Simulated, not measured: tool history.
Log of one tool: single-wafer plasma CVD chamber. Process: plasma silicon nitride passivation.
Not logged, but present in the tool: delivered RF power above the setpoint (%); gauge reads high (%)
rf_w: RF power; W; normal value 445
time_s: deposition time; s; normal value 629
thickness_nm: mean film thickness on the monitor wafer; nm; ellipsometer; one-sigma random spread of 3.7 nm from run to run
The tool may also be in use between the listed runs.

run    hour  rf_w  time_s  wafers since the last listed run  hours since the last RF generator calibration  hours since the showerhead was replaced  hours since the gauge calibration  read-back reference wafer on the same gauge, thickness_nm  thickness_nm
  1       0   445     629                                 0                                          748.1                                   7412.6                              474.9                                                    924.248       946.454
  2   104.7   415     629                               459                                          852.8                                   7517.3                              579.6                                                    924.751       926.963
  3   179.6   415     629                               328                                          927.7                                   7592.2                              654.5                                                    925.917        929.76
  4   269.1   415     629                               393                                         1017.2                                   7681.7                                744                                                    925.897       931.539
  5     370   445     629                               443                                         1118.1                                   7782.6                              844.9                                                    923.897       942.037
  6   470.8   445     629                               442                                         1218.9                                   7883.4                              945.7                                                    926.996       944.633
  7   522.1   445     629                               225                                         1270.2                                   7934.7                                997                                                    925.483       954.548
      549.2  -- showerhead replaced
  8   579.6   445     726                               217                                         1327.7                                     30.4                             1054.5                                                    924.799      1096.443
  9   657.3   445     726                               341                                         1405.4                                    108.1                             1132.2                                                    926.517      1096.677
 10   717.3   445     629                               263                                         1465.4                                    168.1                             1192.2                                                    924.835       949.115
 11   776.9   445     629                               261                                           1525                                    227.7                             1251.8                                                    924.628       951.401
      841.3  -- gauge calibrated
 12   842.8   445     629                               289                                         1590.9                                    293.6                                1.5                                                    925.526       956.142
 13   911.3   510     629                               300                                         1659.4                                    362.1                                 70                                                    924.085       982.039
 14   976.3   425     723                               285                                         1724.4                                    427.1                                135                                                      924.7      1077.777
     1002.7  -- RF generator calibrated
 15  1020.8   390     547                               160                                           18.1                                    471.6                              179.5                                                    924.904       791.918
 16  1061.2   515     749                               177                                           58.5                                      512                              219.9                                                    924.152      1183.372
 17  1122.6   445     569                               269                                          119.9                                    573.4                              281.3                                                    925.327       859.956
 18  1164.5   445     696                               184                                          161.8                                    615.3                              323.2                                                     925.18      1047.894
 19    1222   445     629                               252                                          219.3                                    672.8                              380.7                                                    924.204       951.103
 20  1310.9   475     708                               390                                          308.2                                    761.7                              469.6                                                    923.964      1093.755
 21  1375.5   405     585                               283                                          372.8                                    826.3                              534.2                                                    925.344       862.521
 22  1421.6   390     629                               202                                          418.9                                    872.4                              580.3                                                    923.537       914.217
 23  1521.9   445     629                               440                                          519.2                                    972.7                              680.6                                                    926.896       944.061
 24  1562.1   490     539                               176                                          559.4                                   1012.9                              720.8                                                    924.977       842.543

Alternative continuations, all from the tool just after run 24; predict every row:
  A  1562.7   530     629                                 2                                            560                                   1013.5                              721.4                                                          ?             ?
  B  1562.7   360     670                                 2                                            560                                   1013.5                              721.4                                                          ?             ?
  C  1562.7   405     571                                 2                                            560                                   1013.5                              721.4                                                          ?             ?
  D  1562.7   360     668                                 2                                            560                                   1013.5                              721.4                                                          ?             ?
  E  1562.7   475     674                                 2                                            560                                   1013.5                              721.4                                                          ?             ?

run  read-back reference wafer on the same gauge, thickness_nm  thickness_nm
  A                                                    924.364       999.911
  B                                                    924.364       948.303
  C                                                    924.364       837.279
  D                                                    924.364       945.472
  E                                                    924.364      1036.775
What these runs would have given with no unlogged condition in the tool:
run  thickness_nm
  A       999.911
  B       948.303
  C       837.279
  D       945.472
  E      1036.775

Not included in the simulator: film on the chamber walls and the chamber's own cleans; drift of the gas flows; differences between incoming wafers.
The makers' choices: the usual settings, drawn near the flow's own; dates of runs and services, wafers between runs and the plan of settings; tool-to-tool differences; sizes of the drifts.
